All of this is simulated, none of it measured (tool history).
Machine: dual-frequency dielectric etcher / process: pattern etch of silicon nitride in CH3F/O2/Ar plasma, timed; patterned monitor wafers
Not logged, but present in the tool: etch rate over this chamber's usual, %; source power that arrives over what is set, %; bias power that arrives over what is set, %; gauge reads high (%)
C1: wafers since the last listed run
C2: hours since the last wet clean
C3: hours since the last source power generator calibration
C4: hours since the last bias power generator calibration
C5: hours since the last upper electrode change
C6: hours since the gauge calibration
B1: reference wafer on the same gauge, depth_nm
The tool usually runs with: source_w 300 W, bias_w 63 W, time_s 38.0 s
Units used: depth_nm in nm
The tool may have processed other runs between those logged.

{"run": 1, "hour": 0.0, "source_w": 300, "bias_w": 63, "time_s": 30.0, "C1": 0, "C2": 395.5, "C3": 1599.7, "C4": 2349.0, "C5": 4686.9, "C6": 647.0, "B1": 26.4, "depth_nm": 18.95}
{"hour": 26.7, "done": "wet clean of the chamber"}
{"run": 2, "hour": 55.7, "source_w": 300, "bias_w": 63, "time_s": 30.0, "C1": 419, "C2": 29.0, "C3": 1655.4, "C4": 2404.7, "C5": 4742.6, "C6": 702.7, "B1": 26.46, "depth_nm": 19.34}
{"run": 3, "hour": 116.2, "source_w": 300, "bias_w": 63, "time_s": 30.0, "C1": 801, "C2": 89.5, "C3": 1715.9, "C4": 2465.2, "C5": 4803.1, "C6": 763.2, "B1": 26.4, "depth_nm": 19.21}
{"run": 4, "hour": 167.9, "source_w": 300, "bias_w": 63, "time_s": 38.0, "C1": 684, "C2": 141.2, "C3": 1767.6, "C4": 2516.9, "C5": 4854.8, "C6": 814.9, "B1": 26.42, "depth_nm": 24.53}
{"run": 5, "hour": 211.4, "source_w": 300, "bias_w": 63, "time_s": 43.5, "C1": 576, "C2": 184.7, "C3": 1811.1, "C4": 2560.4, "C5": 4898.3, "C6": 858.4, "B1": 26.42, "depth_nm": 27.76}
{"run": 6, "hour": 269.5, "source_w": 300, "bias_w": 63, "time_s": 43.5, "C1": 769, "C2": 242.8, "C3": 1869.2, "C4": 2618.5, "C5": 4956.4, "C6": 916.5, "B1": 26.43, "depth_nm": 27.54}
{"run": 7, "hour": 341.4, "source_w": 300, "bias_w": 63, "time_s": 38.0, "C1": 952, "C2": 314.7, "C3": 1941.1, "C4": 2690.4, "C5": 5028.3, "C6": 988.4, "B1": 26.43, "depth_nm": 24.16}
{"run": 8, "hour": 376.0, "source_w": 300, "bias_w": 63, "time_s": 38.0, "C1": 458, "C2": 349.3, "C3": 1975.7, "C4": 2725.0, "C5": 5062.9, "C6": 1023.0, "B1": 26.35, "depth_nm": 24.16}
{"run": 9, "hour": 437.4, "source_w": 300, "bias_w": 63, "time_s": 38.0, "C1": 813, "C2": 410.7, "C3": 2037.1, "C4": 2786.4, "C5": 5124.3, "C6": 1084.4, "B1": 26.41, "depth_nm": 23.9}
{"hour": 444.4, "done": "gauge calibrated"}
{"hour": 485.3, "done": "wet clean of the chamber"}
{"run": 10, "hour": 555.2, "source_w": 300, "bias_w": 63, "time_s": 38.0, "C1": 1242, "C2": 69.9, "C3": 2154.9, "C4": 2904.2, "C5": 5242.1, "C6": 110.8, "B1": 26.45, "depth_nm": 23.21}
{"run": 11, "hour": 591.5, "source_w": 300, "bias_w": 63, "time_s": 38.0, "C1": 480, "C2": 106.2, "C3": 2191.2, "C4": 2940.5, "C5": 5278.4, "C6": 147.1, "B1": 26.42, "depth_nm": 23.0}
{"run": 12, "hour": 663.1, "source_w": 300, "bias_w": 63, "time_s": 38.0, "C1": 948, "C2": 177.8, "C3": 2262.8, "C4": 3012.1, "C5": 5350.0, "C6": 218.7, "B1": 26.45, "depth_nm": 23.26}
{"hour": 698.0, "done": "wet clean of the chamber, repeated, since the last time left the tool worse"}
{"hour": 769.2, "done": "source power generator calibrated"}
{"hour": 810.0, "done": "upper electrode replaced"}
{"run": 13, "hour": 810.5, "source_w": 300, "bias_w": 78, "time_s": 38.0, "C1": 1263, "C2": 112.5, "C3": 41.3, "C4": 3159.5, "C5": 0.5, "C6": 366.1, "B1": 26.4, "depth_nm": 25.77}
{"run": 14, "hour": 840.7, "source_w": 300, "bias_w": 63, "time_s": 43.5, "C1": 399, "C2": 142.7, "C3": 71.5, "C4": 3189.7, "C5": 30.7, "C6": 396.3, "B1": 26.3, "depth_nm": 27.98}
{"run": 15, "hour": 876.3, "source_w": 300, "bias_w": 63, "time_s": 38.0, "C1": 471, "C2": 178.3, "C3": 107.1, "C4": 3225.3, "C5": 66.3, "C6": 431.9, "B1": 26.38, "depth_nm": 24.34}

What does the tool deliver on the next run?
{"run": 16, "hour": 915.0, "source_w": 370, "bias_w": 57, "time_s": 32.0, "C1": 512, "C2": 217.0, "C3": 145.8, "C4": 3264.0, "C5": 105.0, "C6": 470.6, "B1": "?", "depth_nm": "?"}

{"run 16": {"B1": 26.37, "depth_nm": 21.09}}
With the hidden condition absent and the run-to-run variation left alone, this run would have shown depth_nm 21.47 nm.
